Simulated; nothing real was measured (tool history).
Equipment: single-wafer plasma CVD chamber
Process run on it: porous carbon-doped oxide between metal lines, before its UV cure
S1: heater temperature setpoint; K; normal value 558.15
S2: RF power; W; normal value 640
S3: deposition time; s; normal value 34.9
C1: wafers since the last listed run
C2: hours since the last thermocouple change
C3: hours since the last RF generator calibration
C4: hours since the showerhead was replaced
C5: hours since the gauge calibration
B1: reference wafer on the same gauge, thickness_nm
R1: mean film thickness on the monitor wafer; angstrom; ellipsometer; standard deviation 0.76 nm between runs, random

| run | hour | S1 | S2 | S3 | C1 | C2 | C3 | C4 | C5 | B1 | R1 |
|---|---|---|---|---|---|---|---|---|---|---|---|
| 1 | 0 | 558.15 | 640 | 39.6 | 0 | 313.3 | 271.6 | 5325.7 | 684 | 235.92 | 2584.38 |
| 2 | 57 | 558.15 | 640 | 34.9 | 762 | 370.3 | 328.6 | 5382.7 | 741 | 236.033 | 2278.92 |
| 3 | 104.7 | 558.15 | 640 | 34.9 | 637 | 418 | 376.3 | 5430.4 | 788.7 | 236.4 | 2276.26 |
| 4 | 141.6 | 555.15 | 640 | 38.7 | 493 | 454.9 | 413.2 | 5467.3 | 825.6 | 236.415 | 2578.64 |
| 5 | 190.9 | 558.15 | 640 | 34.9 | 659 | 504.2 | 462.5 | 5516.6 | 874.9 | 236.199 | 2278.99 |
| 6 | 215.2 | 558.15 | 640 | 34.9 | 325 | 528.5 | 486.8 | 5540.9 | 899.2 | 236.34 | 2268.51 |
| 7 | 269.9 | 558.15 | 640 | 34.9 | 731 | 583.2 | 541.5 | 5595.6 | 953.9 | 236.343 | 2284.11 |
| 8 | 326.2 | 558.15 | 640 | 32.4 | 753 | 639.5 | 597.8 | 5651.9 | 1010.2 | 236.448 | 2119.19 |
| 9 | 383 | 558.15 | 640 | 34.9 | 759 | 696.3 | 654.6 | 5708.7 | 1067 | 236.512 | 2294.75 |
| 10 | 438.4 | 558.15 | 575 | 34.9 | 740 | 751.7 | 710 | 5764.1 | 1122.4 | 236.751 | 2047.3 |
| 11 | 500.1 | 558.15 | 575 | 34.9 | 825 | 813.4 | 771.7 | 5825.8 | 1184.1 | 236.657 | 2049.73 |
| 12 | 568.1 | 558.15 | 640 | 34.9 | 909 | 881.4 | 839.7 | 5893.8 | 1252.1 | 236.676 | 2285.92 |
|  | 611.8 | showerhead replaced |
| 13 | 633.6 | 558.15 | 675 | 34.9 | 769 | 946.9 | 905.2 | 21.8 | 1317.6 | 236.851 | 2411.3 |
| 14 | 673.3 | 558.15 | 675 | 34.9 | 530 | 986.6 | 944.9 | 61.5 | 1357.3 | 236.882 | 2414.74 |
|  | 698.6 | RF generator calibrated |
| 15 | 720 | 572.15 | 585 | 38.9 | 517 | 1033.3 | 21.4 | 108.2 | 1404 | 237.005 | 2122.38 |
| 16 | 753.5 | 558.15 | 640 | 34.9 | 448 | 1066.8 | 54.9 | 141.7 | 1437.5 | 236.82 | 2293.67 |
|  | 799.5 | thermocouple changed; heater temperature recalibrated |
| 17 | 800 | 572.15 | 640 | 37.7 | 514 | 0.5 | 101.4 | 188.2 | 1484 | 236.873 | 2241.35 |
| 18 | 823.4 | 558.15 | 640 | 28.9 | 312 | 23.9 | 124.8 | 211.6 | 1507.4 | 237.212 | 1901.85 |
| 19 | 849.9 | 543.15 | 640 | 29.7 | 354 | 50.4 | 151.3 | 238.1 | 1533.9 | 237.052 | 2183 |
|  | 860.1 | gauge calibrated |
| 20 | 920.4 | 558.15 | 640 | 34.9 | 942 | 120.9 | 221.8 | 308.6 | 60.3 | 233.861 | 2262.56 |
| 21 | 982.8 | 545.15 | 745 | 41.5 | 834 | 183.3 | 284.2 | 371 | 122.7 | 234.584 | 3392.89 |
| 22 | 1011 | 544.15 | 700 | 33.1 | 377 | 211.5 | 312.4 | 399.2 | 150.9 | 234.735 | 2585.69 |
| 23 | 1063.5 | 569.15 | 640 | 33.1 | 702 | 264 | 364.9 | 451.7 | 203.4 | 235.222 | 2016.78 |
| 24 | 1115.8 | 544.15 | 540 | 34.9 | 699 | 316.3 | 417.2 | 504 | 255.7 | 235.551 | 2118.64 |
| 25 | 1156.8 | 558.15 | 640 | 34.9 | 548 | 357.3 | 458.2 | 545 | 296.7 | 235.723 | 2284.9 |
| 26 | 1210.2 | 558.15 | 640 | 34.9 | 714 | 410.7 | 511.6 | 598.4 | 350.1 | 236.025 | 2280.4 |
| 27 | 1242.9 | 551.15 | 525 | 32.7 | 437 | 443.4 | 544.3 | 631.1 | 382.8 | 236.198 | 1834.94 |
| 28 | 1282.2 | 558.15 | 550 | 38.7 | 525 | 482.7 | 583.6 | 670.4 | 422.1 | 236.529 | 2163.25 |

4 ways to go on from here, each from the tool as it stands after run 28. What would each give?
| A | 1282.6 | 558.15 | 640 | 34.9 | 5 | 483.1 | 584 | 670.8 | 422.5 | ? | ? |
| B | 1282.6 | 554.15 | 585 | 39.3 | 5 | 483.1 | 584 | 670.8 | 422.5 | ? | ? |
| C | 1282.6 | 554.15 | 600 | 29.9 | 5 | 483.1 | 584 | 670.8 | 422.5 | ? | ? |
| D | 1282.6 | 552.15 | 640 | 34.9 | 5 | 483.1 | 584 | 670.8 | 422.5 | ? | ? |

| run | B1 | R1 |
|---|---|---|
| A | 236.32 | 2275.14 |
| B | 236.32 | 2402.95 |
| C | 236.32 | 1889.94 |
| D | 236.32 | 2375.35 |
The same runs, with their run-to-run variation unchanged, on a tool lacking any hidden condition would have given:
| run | R1 |
|---|---|
| A | 2242.26 |
| B | 2368.22 |
| C | 1862.62 |
| D | 2341.01 |

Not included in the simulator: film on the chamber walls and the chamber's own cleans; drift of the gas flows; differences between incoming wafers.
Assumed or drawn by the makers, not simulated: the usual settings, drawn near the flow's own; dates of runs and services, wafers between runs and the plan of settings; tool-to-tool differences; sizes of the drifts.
